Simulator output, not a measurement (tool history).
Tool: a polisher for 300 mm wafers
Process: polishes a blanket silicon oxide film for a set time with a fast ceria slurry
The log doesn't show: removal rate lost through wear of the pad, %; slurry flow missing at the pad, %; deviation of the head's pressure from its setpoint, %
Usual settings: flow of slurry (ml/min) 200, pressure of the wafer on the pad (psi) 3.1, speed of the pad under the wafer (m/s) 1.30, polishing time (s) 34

| run | hour | flow of slurry (ml/min) | pressure of the wafer on the pad (psi) | speed of the pad under the wafer (m/s) | polishing time (s) | wafers since the last listed run | wafers polished on this pad | hours since the slurry nozzle was cleaned | hours since the head pressure was calibrated | incoming thickness of the incoming film, nm | film removed (Å) |
|---|---|---|---|---|---|---|---|---|---|---|---|
| 1 | 0.0 | 200 | 3.1 | 1.30 | 34 | 0 | 579 | 185.6 | 1041.1 | 2897.9 | 6873 |
| 2 | 28.4 | 200 | 3.1 | 1.30 | 34 | 328 | 908 | 214.0 | 1069.5 | 2921.9 | 6603 |
|  | 50.0 | worn pad replaced by a new one |
|  | 52.3 | slurry nozzle cleaned |
| 3 | 62.2 | 200 | 3.1 | 1.30 | 34 | 333 | 129 | 9.9 | 1103.3 | 2911.4 | 7141 |
| 4 | 75.0 | 200 | 3.1 | 1.60 | 34 | 148 | 277 | 22.7 | 1116.1 | 2882.9 | 8676 |
| 5 | 151.1 | 200 | 3.1 | 1.60 | 34 | 880 | 1158 | 98.8 | 1192.2 | 2939.8 | 7612 |
|  | 171.0 | worn pad replaced by a new one |
| 6 | 177.9 | 200 | 3.1 | 1.60 | 34 | 263 | 80 | 125.6 | 1219.0 | 2876.0 | 8400 |
|  | 191.7 | head pressure recalibrated |
| 7 | 202.0 | 200 | 2.5 | 1.30 | 34 | 255 | 335 | 149.7 | 10.3 | 2899.9 | 5888 |
| 8 | 220.2 | 200 | 2.5 | 1.30 | 34 | 210 | 546 | 167.9 | 28.5 | 2928.1 | 5774 |
| 9 | 248.3 | 200 | 3.1 | 1.30 | 34 | 325 | 871 | 196.0 | 56.6 | 2890.6 | 6607 |
|  | 271.2 | slurry nozzle cleaned |
|  | 285.5 | worn pad replaced by a new one |
| 10 | 318.4 | 200 | 3.1 | 1.30 | 34 | 753 | 380 | 47.2 | 126.7 | 2934.9 | 7115 |
| 11 | 347.7 | 145 | 3.1 | 1.58 | 24 | 338 | 719 | 76.5 | 156.0 | 2884.8 | 5641 |
| 12 | 377.7 | 170 | 3.1 | 0.88 | 34 | 347 | 1066 | 106.5 | 186.0 | 2914.5 | 4627 |
|  | 384.8 | worn pad replaced by a new one |
| 13 | 421.0 | 200 | 3.1 | 0.84 | 38 | 454 | 418 | 149.8 | 229.3 | 2871.9 | 5301 |
| 14 | 445.7 | 130 | 3.1 | 1.30 | 42 | 285 | 704 | 174.5 | 254.0 | 2890.8 | 8108 |
| 15 | 463.0 | 245 | 3.5 | 1.30 | 34 | 200 | 904 | 191.8 | 271.3 | 2907.9 | 7441 |
|  | 486.9 | slurry nozzle cleaned |
| 16 | 494.7 | 165 | 3.5 | 1.52 | 34 | 355 | 1259 | 7.8 | 303.0 | 2908.0 | 7610 |
|  | 508.6 | worn pad replaced by a new one |
| 17 | 511.5 | 155 | 3.1 | 1.30 | 25 | 148 | 33 | 24.6 | 319.8 | 2913.5 | 5041 |
| 18 | 544.6 | 230 | 3.1 | 1.30 | 37 | 382 | 416 | 57.7 | 352.9 | 2899.9 | 7621 |

What the log doesn't show, run by run:
slurry flow missing at the pad, %: 0 in every run
deviation of the head's pressure from its setpoint, %: 0 in every run
H1: removal rate lost through wear of the pad, %
| run | H1 |
|---|---|
| 1 | 2.54 |
| 2 | 6.24 |
| 3 | 0.293 |
| 4 | 0.775 |
| 5 | 10.5 |
| 6 | 1.71 |
| 7 | 2.64 |
| 8 | 4.12 |
| 9 | 7.71 |
| 10 | 1.22 |
| 11 | 4.04 |
| 12 | 8.73 |
| 13 | 2.66 |
| 14 | 5.08 |
| 15 | 7.51 |
| 16 | 13.5 |
| 17 | 1.47 |
| 18 | 2.77 |
